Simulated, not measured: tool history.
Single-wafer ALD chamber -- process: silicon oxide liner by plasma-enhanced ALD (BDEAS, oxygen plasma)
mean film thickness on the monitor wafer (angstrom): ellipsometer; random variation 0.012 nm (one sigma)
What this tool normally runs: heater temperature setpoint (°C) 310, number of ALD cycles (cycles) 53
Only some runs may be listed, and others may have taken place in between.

run   hour  heater temperature setpoint (°C)  number of ALD cycles (cycles)  read-back reference wafer on the same gauge, thickness_nm  mean film thickness on the monitor wafer (angstrom)
  1    0.0                               310                             50                                                      5.528                                                43.65
  2   16.3                               310                             50                                                      5.526                                                43.73
  3   29.5                               310                             50                                                      5.523                                                43.66
  4   46.7                               322                             53                                                      5.522                                                45.71
  5   55.1                               322                             53                                                      5.523                                                45.57
  6   61.9                               322                             53                                                      5.514                                                45.63
  7   79.6                               310                             53                                                      5.515                                                46.45
  8   90.7                               310                             53                                                      5.517                                                46.43
  9  103.1                               310                             53                                                      5.512                                                46.28
 10  119.4                               320                             53                                                      5.510                                                45.68
 11  130.5                               320                             53                                                      5.514                                                45.73
 12  170.8                               320                             53                                                      5.505                                                45.63
 13  183.5                               310                             53                                                      5.506                                                46.41
 14  192.8                               310                             53                                                      5.510                                                46.21
 15  199.4                               310                             53                                                      5.505                                                46.18
     208.4  -- thermocouple changed; heater temperature recalibrated
 16  241.1                               303                             53                                                      5.506                                                46.59
 17  254.6                               303                             53                                                      5.507                                                46.75
 18  267.9                               310                             53                                                      5.501                                                46.00
 19  275.0                               310                             53                                                      5.501                                                46.23
 20  283.9                               310                             53                                                      5.509                                                46.09
     285.7  -- gauge calibrated
 21  299.2                               310                             53                                                      5.567                                                46.63
 22  313.3                               310                             53                                                      5.561                                                46.73
 23  327.1                               310                             53                                                      5.556                                                46.66
 24  335.4                               310                             53                                                      5.558                                                46.65
 25  345.9                               298                             48                                                      5.551                                                42.84
 26  359.8                               298                             57                                                      5.552                                                50.85
 27  374.1                               305                             62                                                      5.548                                                54.74
 28  382.3                               323                             44                                                      5.544                                                37.83
 29  390.6                               297                             62                                                      5.545                                                55.48
 30  400.3                               320                             45                                                      5.537                                                38.90
 31  409.1                               317                             43                                                      5.540                                                37.36
 32  419.4                               323                             56                                                      5.538                                                48.11
 33  430.8                               323                             61                                                      5.526                                                52.55
 34  437.2                               310                             53                                                      5.529                                                46.64
 35  451.4                               310                             53                                                      5.525                                                46.38
 36  480.0                               315                             60                                                      5.522                                                51.94
 37  486.1                               297                             48                                                      5.522                                                42.78

Run 38 has not been measured yet. What should we expect?
 38  495.8                               310                             53                                                          ?                                                    ?

read-back reference wafer on the same gauge, thickness_nm: 5.525
mean film thickness on the monitor wafer (angstrom): 46.07
Without the tool's hidden state the same run would have given mean film thickness on the monitor wafer (angstrom) 46.46.
